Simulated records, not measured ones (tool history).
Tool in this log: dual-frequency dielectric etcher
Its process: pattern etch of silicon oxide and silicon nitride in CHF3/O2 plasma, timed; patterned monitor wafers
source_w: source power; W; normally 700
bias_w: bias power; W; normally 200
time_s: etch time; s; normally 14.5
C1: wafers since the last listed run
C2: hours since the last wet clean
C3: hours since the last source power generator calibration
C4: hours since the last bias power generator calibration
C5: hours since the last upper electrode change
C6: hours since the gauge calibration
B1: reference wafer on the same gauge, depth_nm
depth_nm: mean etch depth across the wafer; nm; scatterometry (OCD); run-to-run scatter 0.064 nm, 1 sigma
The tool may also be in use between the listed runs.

run 1 hour=0.0 | source_w=700 bias_w=233 time_s=14.5 | C1=0 C2=61.2 C3=3406.5 C4=3234.8 C5=3737.3 C6=1334.3 | B1=19.02 | depth_nm=24.04
run 2 hour=95.6 | source_w=830 bias_w=200 time_s=14.5 | C1=1679 C2=156.8 C3=3502.1 C4=3330.4 C5=3832.9 C6=1429.9 | B1=19.00 | depth_nm=24.22
run 3 hour=174.1 | source_w=700 bias_w=220 time_s=14.5 | C1=1378 C2=235.3 C3=3580.6 C4=3408.9 C5=3911.4 C6=1508.4 | B1=19.01 | depth_nm=23.63
run 4 hour=281.6 | source_w=700 bias_w=220 time_s=14.5 | C1=1888 C2=342.8 C3=3688.1 C4=3516.4 C5=4018.9 C6=1615.9 | B1=19.00 | depth_nm=23.89
run 5 hour=329.1 | source_w=700 bias_w=200 time_s=14.5 | C1=834 C2=390.3 C3=3735.6 C4=3563.9 C5=4066.4 C6=1663.4 | B1=19.02 | depth_nm=23.22
run 6 hour=433.3 | source_w=700 bias_w=200 time_s=14.5 | C1=1830 C2=494.5 C3=3839.8 C4=3668.1 C5=4170.6 C6=1767.6 | B1=19.01 | depth_nm=23.25
-- hour=512.1 wet clean of the chamber
run 7 hour=527.6 | source_w=700 bias_w=200 time_s=16.5 | C1=1234 C2=15.5 C3=3934.1 C4=3762.4 C5=4264.9 C6=1861.9 | B1=19.01 | depth_nm=25.99
-- hour=591.1 bias power generator calibrated
run 8 hour=617.4 | source_w=700 bias_w=200 time_s=16.5 | C1=1506 C2=105.3 C3=4023.9 C4=26.3 C5=4354.7 C6=1951.7 | B1=19.02 | depth_nm=26.22
-- hour=742.1 upper electrode replaced
run 9 hour=742.6 | source_w=700 bias_w=162 time_s=13.0 | C1=1777 C2=230.5 C3=4149.1 C4=151.5 C5=0.5 C6=2076.9 | B1=19.02 | depth_nm=19.51
run 10 hour=811.4 | source_w=700 bias_w=162 time_s=13.0 | C1=1208 C2=299.3 C3=4217.9 C4=220.3 C5=69.3 C6=2145.7 | B1=18.99 | depth_nm=19.66
run 11 hour=861.5 | source_w=700 bias_w=239 time_s=14.5 | C1=879 C2=349.4 C3=4268.0 C4=270.4 C5=119.4 C6=2195.8 | B1=19.00 | depth_nm=24.21
run 12 hour=932.1 | source_w=700 bias_w=239 time_s=14.5 | C1=1239 C2=420.0 C3=4338.6 C4=341.0 C5=190.0 C6=2266.4 | B1=18.99 | depth_nm=24.22
-- hour=992.3 gauge calibrated
-- hour=1048.5 wet clean of the chamber
run 13 hour=1049.0 | source_w=700 bias_w=200 time_s=14.5 | C1=1631 C2=0.5 C3=4455.5 C4=457.9 C5=306.9 C6=56.7 | B1=19.00 | depth_nm=22.93
run 14 hour=1075.2 | source_w=570 bias_w=167 time_s=12.0 | C1=460 C2=26.7 C3=4481.7 C4=484.1 C5=333.1 C6=82.9 | B1=19.01 | depth_nm=17.14
-- hour=1145.0 source power generator calibrated
run 15 hour=1173.0 | source_w=700 bias_w=200 time_s=14.5 | C1=1647 C2=124.5 C3=28.0 C4=581.9 C5=430.9 C6=180.7 | B1=18.99 | depth_nm=23.02
run 16 hour=1245.5 | source_w=650 bias_w=246 time_s=14.5 | C1=1273 C2=197.0 C3=100.5 C4=654.4 C5=503.4 C6=253.2 | B1=19.02 | depth_nm=23.91
run 17 hour=1297.5 | source_w=870 bias_w=238 time_s=14.5 | C1=913 C2=249.0 C3=152.5 C4=706.4 C5=555.4 C6=305.2 | B1=18.98 | depth_nm=25.96
run 18 hour=1367.4 | source_w=700 bias_w=200 time_s=14.5 | C1=1227 C2=318.9 C3=222.4 C4=776.3 C5=625.3 C6=375.1 | B1=19.01 | depth_nm=23.18
run 19 hour=1435.6 | source_w=760 bias_w=168 time_s=15.5 | C1=1197 C2=387.1 C3=290.6 C4=844.5 C5=693.5 C6=443.3 | B1=19.02 | depth_nm=24.47
run 20 hour=1501.8 | source_w=530 bias_w=179 time_s=14.5 | C1=1162 C2=453.3 C3=356.8 C4=910.7 C5=759.7 C6=509.5 | B1=18.98 | depth_nm=20.78
-- hour=1555.6 wet clean of the chamber
run 21 hour=1600.2 | source_w=830 bias_w=176 time_s=16.5 | C1=1306 C2=44.6 C3=455.2 C4=1009.1 C5=858.1 C6=607.9 | B1=18.98 | depth_nm=26.55
run 22 hour=1668.6 | source_w=800 bias_w=179 time_s=14.5 | C1=1201 C2=113.0 C3=523.6 C4=1077.5 C5=926.5 C6=676.3 | B1=18.99 | depth_nm=23.26
run 23 hour=1730.1 | source_w=700 bias_w=200 time_s=14.5 | C1=1080 C2=174.5 C3=585.1 C4=1139.0 C5=988.0 C6=737.8 | B1=19.00 | depth_nm=22.97
run 24 hour=1767.3 | source_w=700 bias_w=200 time_s=14.5 | C1=653 C2=211.7 C3=622.3 C4=1176.2 C5=1025.2 C6=775.0 | B1=19.02 | depth_nm=22.96
run 25 hour=1810.1 | source_w=620 bias_w=200 time_s=10.5 | C1=751 C2=254.5 C3=665.1 C4=1219.0 C5=1068.0 C6=817.8 | B1=19.00 | depth_nm=16.15
run 26 hour=1900.3 | source_w=750 bias_w=215 time_s=10.5 | C1=1584 C2=344.7 C3=755.3 C4=1309.2 C5=1158.2 C6=908.0 | B1=19.00 | depth_nm=17.40
run 27 hour=1968.0 | source_w=700 bias_w=200 time_s=12.0 | C1=1189 C2=412.4 C3=823.0 C4=1376.9 C5=1225.9 C6=975.7 | B1=19.01 | depth_nm=19.18
run 28 hour=2074.7 | source_w=820 bias_w=156 time_s=14.5 | C1=1874 C2=519.1 C3=929.7 C4=1483.6 C5=1332.6 C6=1082.4 | B1=19.00 | depth_nm=22.82
run 29 hour=2161.1 | source_w=540 bias_w=200 time_s=14.5 | C1=1517 C2=605.5 C3=1016.1 C4=1570.0 C5=1419.0 C6=1168.8 | B1=18.99 | depth_nm=21.55
-- hour=2186.5 wet clean of the chamber
run 30 hour=2267.1 | source_w=620 bias_w=200 time_s=14.5 | C1=1440 C2=80.6 C3=1122.1 C4=1676.0 C5=1525.0 C6=1274.8 | B1=19.01 | depth_nm=22.20

A few steps of depth_nm between consecutive runs. Split each: what settings, incoming material and random variation would produce without the hidden state, and what is left over for the hidden state, along with gauge scatter present in only one of the two compared results (measured, and without hidden state):
Unlogged tool condition in this case: etch rate over this chamber's usual, %; source power that arrives over what is set, %; bias power that arrives over what is set, %; gauge reads high (%).
Run 6 -> 7: time_s 14.5 -> 16.5, wet clean of the chamber. depth_nm +2.74 nm: hidden state -0.29, all else +3.03.
Run 8 -> 9: bias_w 200 -> 162, time_s 16.5 -> 13.0, upper electrode replaced. depth_nm -6.71 nm: hidden state +0.03, all else -6.74.
Run 14 -> 15: source_w 570 -> 700, bias_w 167 -> 200, time_s 12.0 -> 14.5, source power generator calibrated. depth_nm +5.88 nm: hidden state +0.08, all else +5.80.
Run 20 -> 21: source_w 530 -> 830, bias_w 179 -> 176, time_s 14.5 -> 16.5, wet clean of the chamber. depth_nm +5.77 nm: hidden state -0.29, all else +6.06.
Run 24 -> 25: source_w 700 -> 620, time_s 14.5 -> 10.5. depth_nm -6.81 nm: hidden state -0.02, all else -6.79.
Run 29 -> 30: source_w 540 -> 620, wet clean of the chamber. depth_nm +0.65 nm: hidden state -0.25, all else +0.90.

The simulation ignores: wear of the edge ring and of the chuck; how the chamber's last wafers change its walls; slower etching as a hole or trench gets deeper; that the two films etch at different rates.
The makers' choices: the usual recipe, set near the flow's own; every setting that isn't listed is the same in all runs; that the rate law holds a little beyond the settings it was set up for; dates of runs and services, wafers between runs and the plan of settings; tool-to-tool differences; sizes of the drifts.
